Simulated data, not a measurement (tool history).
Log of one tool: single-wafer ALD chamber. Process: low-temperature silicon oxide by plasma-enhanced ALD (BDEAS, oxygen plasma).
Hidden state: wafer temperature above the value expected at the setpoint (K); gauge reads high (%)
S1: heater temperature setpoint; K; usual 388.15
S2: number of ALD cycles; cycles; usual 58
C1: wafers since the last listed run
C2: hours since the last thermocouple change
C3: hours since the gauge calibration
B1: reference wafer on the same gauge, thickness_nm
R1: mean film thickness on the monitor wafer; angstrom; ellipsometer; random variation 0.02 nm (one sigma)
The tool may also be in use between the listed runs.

run,hour,S1,S2,C1,C2,C3,B1,R1
1,0.0,388.15,58,0,278.4,540.0,6.909,77.98
2,12.4,388.15,58,71,290.8,552.4,6.911,77.59
3,44.2,393.15,58,182,322.6,584.2,6.911,76.73
4,91.8,393.15,58,272,370.2,631.8,6.912,76.76
5,112.0,393.15,58,115,390.4,652.0,6.910,76.83
6,141.6,381.15,58,169,420.0,681.6,6.908,78.65
7,190.8,388.15,67,281,469.2,730.8,6.915,89.59
8,208.2,388.15,67,99,486.6,748.2,6.907,89.33
9,256.9,388.15,67,279,535.3,796.9,6.910,89.20
10,351.7,388.15,58,543,630.1,891.7,6.913,77.62
11,379.9,388.15,58,161,658.3,919.9,6.908,77.77
12,403.9,388.15,50,137,682.3,943.9,6.910,66.63
13,426.4,388.15,50,128,704.8,966.4,6.907,66.86
14,446.1,388.15,63,112,724.5,986.1,6.911,83.68
15,475.6,378.15,58,169,754.0,1015.6,6.911,79.24
16,493.7,378.15,58,103,772.1,1033.7,6.912,78.95
17,507.7,378.15,58,80,786.1,1047.7,6.912,79.14
18,528.8,388.15,49,120,807.2,1068.8,6.911,65.30
# hour 584.8: gauge calibrated
19,624.2,388.15,49,546,902.6,39.4,6.909,65.29
20,683.4,396.15,65,339,961.8,98.6,6.909,85.38
21,718.2,388.15,58,199,996.6,133.4,6.904,76.85
22,762.8,388.15,69,255,1041.2,178.0,6.910,92.06
23,776.8,403.15,58,80,1055.2,192.0,6.909,75.08
24,806.3,382.15,52,169,1084.7,221.5,6.911,69.80
25,829.8,388.15,47,134,1108.2,245.0,6.909,62.61
# hour 839.4: thermocouple changed; heater temperature recalibrated
26,849.2,400.15,68,65,9.8,264.4,6.912,90.45
27,876.6,388.15,58,157,37.2,291.8,6.905,78.89
28,912.5,388.15,58,205,73.1,327.7,6.908,79.21
29,933.8,400.15,50,122,94.4,349.0,6.908,66.07
30,951.0,403.15,55,98,111.6,366.2,6.905,72.57
31,986.9,392.15,63,205,147.5,402.1,6.914,85.45
32,1016.5,373.15,51,169,177.1,431.7,6.910,72.50
33,1047.4,383.15,66,177,208.0,462.6,6.908,90.78
34,1075.3,402.15,54,159,235.9,490.5,6.916,71.45
35,1096.8,388.15,55,123,257.4,512.0,6.905,74.89
# hour 1135.7: thermocouple changed; heater temperature recalibrated, repeated, since the last time left the tool worse
36,1136.2,397.15,58,179,0.5,551.4,6.913,76.00
37,1158.5,398.15,50,127,22.8,573.7,6.909,65.73
38,1176.2,388.15,58,101,40.5,591.4,6.914,77.72
39,1194.4,388.15,58,104,58.7,609.6,6.910,77.59
40,1222.6,397.15,58,161,86.9,637.8,6.911,75.84
41,1254.9,399.15,69,185,119.2,670.1,6.912,90.10

5 ways to go on from here, each from the tool as it stands after run 41. What would each give?
A,1255.4,388.15,53,2,119.7,670.6,?,?
B,1255.4,377.15,67,2,119.7,670.6,?,?
C,1255.4,401.15,61,2,119.7,670.6,?,?
D,1255.4,402.15,62,2,119.7,670.6,?,?
E,1255.4,402.15,67,2,119.7,670.6,?,?

run,B1,R1
A,6.908,71.05
B,6.908,91.92
C,6.908,79.53
D,6.908,80.66
E,6.908,87.16
Without the tool's hidden state the same runs would have given:
run,R1
A,71.12
B,92.00
C,79.61
D,80.74
E,87.25
